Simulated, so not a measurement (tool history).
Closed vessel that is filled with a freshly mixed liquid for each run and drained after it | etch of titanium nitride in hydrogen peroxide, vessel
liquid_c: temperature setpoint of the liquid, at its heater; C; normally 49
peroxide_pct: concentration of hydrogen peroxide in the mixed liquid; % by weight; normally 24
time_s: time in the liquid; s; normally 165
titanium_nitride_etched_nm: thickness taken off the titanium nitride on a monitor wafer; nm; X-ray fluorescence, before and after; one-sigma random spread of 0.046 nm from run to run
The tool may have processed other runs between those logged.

run   hour  liquid_c  peroxide_pct  time_s  read-back film thickness of the titanium nitride reference wafer, read on the same gauge (nm)  titanium_nitride_etched_nm
  1      0      45.5            24     165                                                                                            150                        6.65
  2   24.2      45.5            24     165                                                                                         149.98                        6.67
  3   71.6      54.5            24     165                                                                                         150.01                        12.7
      81.4  -- thermometer replaced
  4   88.8      54.5            24     165                                                                                         149.99                       12.65
  5  100.3      42.5          18.5     165                                                                                         150.03                        4.97
  6  112.8        49          25.5     105                                                                                         150.02                        5.54
  7  127.4        49          25.5     105                                                                                            150                        5.55
  8  134.8        49          25.5     105                                                                                         150.01                        5.54
  9  141.4      43.5          17.5     125                                                                                         149.95                        4.05
     142.3  -- gauge calibrated
     143.1  -- peroxide flow meter replaced
 10  162.6      45.5            24     165                                                                                         150.01                        6.59
     164.8  -- new drum of peroxide connected
 11  170.1      54.5            28     165                                                                                         150.01                       13.18
 12  176.9        49            24     165                                                                                         150.05                        8.52
 13  193.6        55            24     210                                                                                         150.01                       16.83
 14  205.9        52          29.5     165                                                                                         149.98                       11.14
 15  221.2      58.5            30     255                                                                                         150.02                       27.41
 16  233.7        46            30     165                                                                                         150.01                        7.27

Below are 3 alternative next runs, each starting from the tool's condition after run 16. Predict each:
  A  234.4        49            24     165                                                                                              ?                           ?
  B  234.4        46            24     165                                                                                              ?                           ?
  C  234.4        49          27.5     220                                                                                              ?                           ?

run  read-back film thickness of the titanium nitride reference wafer, read on the same gauge (nm)  titanium_nitride_etched_nm
  A                                                                                         150.01                        8.61
  B                                                                                         150.01                        6.91
  C                                                                                         150.01                       11.82
With the hidden condition removed and each run's random variation left untouched, the same runs would have given:
run  titanium_nitride_etched_nm
  A                        8.61
  B                        6.91
  C                       11.82
